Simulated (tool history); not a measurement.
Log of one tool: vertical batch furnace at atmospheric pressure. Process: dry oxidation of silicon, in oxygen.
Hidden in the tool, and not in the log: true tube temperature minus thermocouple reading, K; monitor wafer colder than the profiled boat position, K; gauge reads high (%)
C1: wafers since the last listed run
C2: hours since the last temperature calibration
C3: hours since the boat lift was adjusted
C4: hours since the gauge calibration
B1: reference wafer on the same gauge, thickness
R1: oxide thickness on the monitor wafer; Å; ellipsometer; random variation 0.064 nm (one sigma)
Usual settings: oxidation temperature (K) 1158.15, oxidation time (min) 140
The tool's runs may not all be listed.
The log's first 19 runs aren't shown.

Run 20, hour 359.9: usual settings; C1 176; C2 4123.5; C3 2766.7; C4 393.2; B1 27.61. Result: R1 262.2 Å.
At hour 384.3: thermocouples replaced and temperature profile calibrated.
Run 21, hour 384.8: usual settings but oxidation temperature (K) 1173.15; C1 12; C2 0.5; C3 2791.6; C4 418.1; B1 27.6. Result: R1 304.6 Å.
At hour 391.1: gauge calibrated.
Run 22, hour 392.7: usual settings but oxidation temperature (K) 1180.15, oxidation time (min) 91.5; C1 107; C2 8.4; C3 2799.5; C4 1.6; B1 27.59. Result: R1 249.5 Å.
Run 23, hour 419.4: usual settings but oxidation temperature (K) 1181.15, oxidation time (min) 174.5; C1 362; C2 35.1; C3 2826.2; C4 28.3; B1 27.6. Result: R1 381.6 Å.
At hour 451.6: boat lift adjusted.
Run 24, hour 452.1: usual settings but oxidation temperature (K) 1180.15, oxidation time (min) 91.5; C1 118; C2 67.8; C3 0.5; C4 61; B1 27.61. Result: R1 259.2 Å.
Run 25, hour 458: usual settings but oxidation temperature (K) 1181.15, oxidation time (min) 72; C1 80; C2 73.7; C3 6.4; C4 66.9; B1 27.6. Result: R1 226.1 Å.
Run 26, hour 464: usual settings but oxidation temperature (K) 1134.15, oxidation time (min) 163.5; C1 81; C2 79.7; C3 12.4; C4 72.9; B1 27.59. Result: R1 236.8 Å.
Run 27, hour 476.9: usual settings but oxidation temperature (K) 1182.15, oxidation time (min) 116.5; C1 175; C2 92.6; C3 25.3; C4 85.8; B1 27.59. Result: R1 307 Å.
Run 28, hour 499.2: usual settings but oxidation temperature (K) 1152.15, oxidation time (min) 117.5; C1 303; C2 114.9; C3 47.6; C4 108.1; B1 27.59. Result: R1 230.2 Å.
Run 29, hour 517: usual settings but oxidation temperature (K) 1145.15, oxidation time (min) 176; C1 241; C2 132.7; C3 65.4; C4 125.9; B1 27.61. Result: R1 275.9 Å.
Run 30, hour 525.9: usual settings; C1 120; C2 141.6; C3 74.3; C4 134.8; B1 27.59. Result: R1 272.7 Å.
Run 31, hour 548.2: usual settings but oxidation temperature (K) 1180.15, oxidation time (min) 91.5; C1 303; C2 163.9; C3 96.6; C4 157.1; B1 27.59. Result: R1 259 Å.
Run 32, hour 563.3: usual settings; C1 205; C2 179; C3 111.7; C4 172.2; B1 27.61. Result: R1 272.4 Å.
Run 33, hour 571.8: usual settings but oxidation temperature (K) 1176.15; C1 115; C2 187.5; C3 120.2; C4 180.7; B1 27.59. Result: R1 323.8 Å.
Run 34, hour 581.1: usual settings but oxidation temperature (K) 1140.15, oxidation time (min) 91.5; C1 126; C2 196.8; C3 129.5; C4 190; B1 27.6. Result: R1 177.7 Å.
Run 35, hour 598.6: usual settings but oxidation temperature (K) 1141.15; C1 237; C2 214.3; C3 147; C4 207.5; B1 27.61. Result: R1 231.4 Å.
Run 36, hour 617.5: usual settings; C1 256; C2 233.2; C3 165.9; C4 226.4; B1 27.62. Result: R1 272.5 Å.
Run 37, hour 636.9: usual settings; C1 263; C2 252.6; C3 185.3; C4 245.8; B1 27.61. Result: R1 271 Å.
Run 38, hour 651.9: usual settings but oxidation temperature (K) 1167.15, oxidation time (min) 166; C1 203; C2 267.6; C3 200.3; C4 260.8; B1 27.61. Result: R1 331 Å.
Run 39, hour 686.7: usual settings but oxidation temperature (K) 1178.15; C1 472; C2 302.4; C3 235.1; C4 295.6; B1 27.59. Result: R1 330.3 Å.
Run 40, hour 700.3: usual settings; C1 184; C2 316; C3 248.7; C4 309.2; B1 27.59. Result: R1 272.7 Å.

Forecast each of these 3 alternatives for the next run:
Run A, hour 706.4: usual settings but oxidation temperature (K) 1165.15; C1 82; C2 322.1; C3 254.8; C4 315.3; B1 ?. Result: R1 ?.
Run B, hour 706.4: usual settings but oxidation temperature (K) 1175.15, oxidation time (min) 104.5; C1 82; C2 322.1; C3 254.8; C4 315.3; B1 ?. Result: R1 ?.
Run C, hour 706.4: usual settings but oxidation temperature (K) 1181.15, oxidation time (min) 158.5; C1 82; C2 322.1; C3 254.8; C4 315.3; B1 ?. Result: R1 ?.

run    B1   R1
  A  27.6  292
  B  27.6  268
  C  27.6  372
Without the tool's hidden state the same runs would have given:
run     R1
  A    294
  B  269.7
  C  374.6
